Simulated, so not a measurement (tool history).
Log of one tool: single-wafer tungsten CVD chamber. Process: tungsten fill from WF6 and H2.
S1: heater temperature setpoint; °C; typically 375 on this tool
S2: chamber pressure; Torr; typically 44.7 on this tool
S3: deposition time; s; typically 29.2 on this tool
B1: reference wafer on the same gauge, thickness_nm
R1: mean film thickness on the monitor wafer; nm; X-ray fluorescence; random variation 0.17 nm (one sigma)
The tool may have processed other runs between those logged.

| run | hour | S1 | S2 | S3 | B1 | R1 |
|---|---|---|---|---|---|---|
| 1 | 0 | 375 | 44.7 | 29.2 | 64.998 | 67.686 |
|  | 30.6 | gauge calibrated |
| 2 | 60 | 375 | 44.7 | 29.2 | 65.003 | 67.887 |
| 3 | 97 | 375 | 44.7 | 29.2 | 65.085 | 67.716 |
| 4 | 161.9 | 375 | 44.7 | 29.2 | 65.016 | 67.864 |
| 5 | 217.8 | 368 | 44.7 | 31.3 | 64.999 | 61.651 |
|  | 272.8 | capacitance manometer re-zeroed and calibrated |
| 6 | 273.3 | 368 | 44.7 | 31.3 | 64.928 | 59.62 |
| 7 | 304.2 | 375 | 49.3 | 27.8 | 65.06 | 65.53 |
| 8 | 360.3 | 375 | 44.7 | 29.2 | 64.983 | 66.132 |
| 9 | 418.4 | 375 | 44.7 | 29.2 | 65.011 | 66.46 |
| 10 | 452.4 | 367 | 44.7 | 29.2 | 65.018 | 55.07 |
| 11 | 506.8 | 384 | 44.7 | 24.8 | 65.02 | 69.606 |
|  | 542 | thermocouple changed; heater temperature recalibrated |
|  | 542.4 | showerhead replaced |
| 12 | 578.6 | 368 | 44.7 | 31.3 | 64.958 | 57.624 |
| 13 | 634.9 | 387 | 54.1 | 27.1 | 65.014 | 85.059 |
| 14 | 697.1 | 387 | 41.8 | 23.6 | 64.998 | 65.79 |
|  | 701.1 | gauge calibrated |
| 15 | 737.7 | 375 | 44.7 | 29.2 | 65.03 | 63.986 |
| 16 | 808.1 | 375 | 49 | 29.2 | 65.058 | 67.099 |
| 17 | 850.4 | 385 | 44.7 | 33.4 | 65.024 | 92.928 |
| 18 | 909.3 | 375 | 44.7 | 29.2 | 65.004 | 64.853 |

Below are 3 alternative next runs, each starting from the tool's condition after run 18. Predict each:
| A | 909.7 | 375 | 44.7 | 33.1 | ? | ? |
| B | 909.7 | 375 | 44.7 | 26.8 | ? | ? |
| C | 909.7 | 370 | 55.3 | 24 | ? | ? |

| run | B1 | R1 |
|---|---|---|
| A | 65.028 | 73.294 |
| B | 65.028 | 59.294 |
| C | 65.028 | 52.243 |
Had the tool no hidden state, the same runs would have come out as:
| run | R1 |
|---|---|
| A | 71.257 |
| B | 57.646 |
| C | 50.806 |
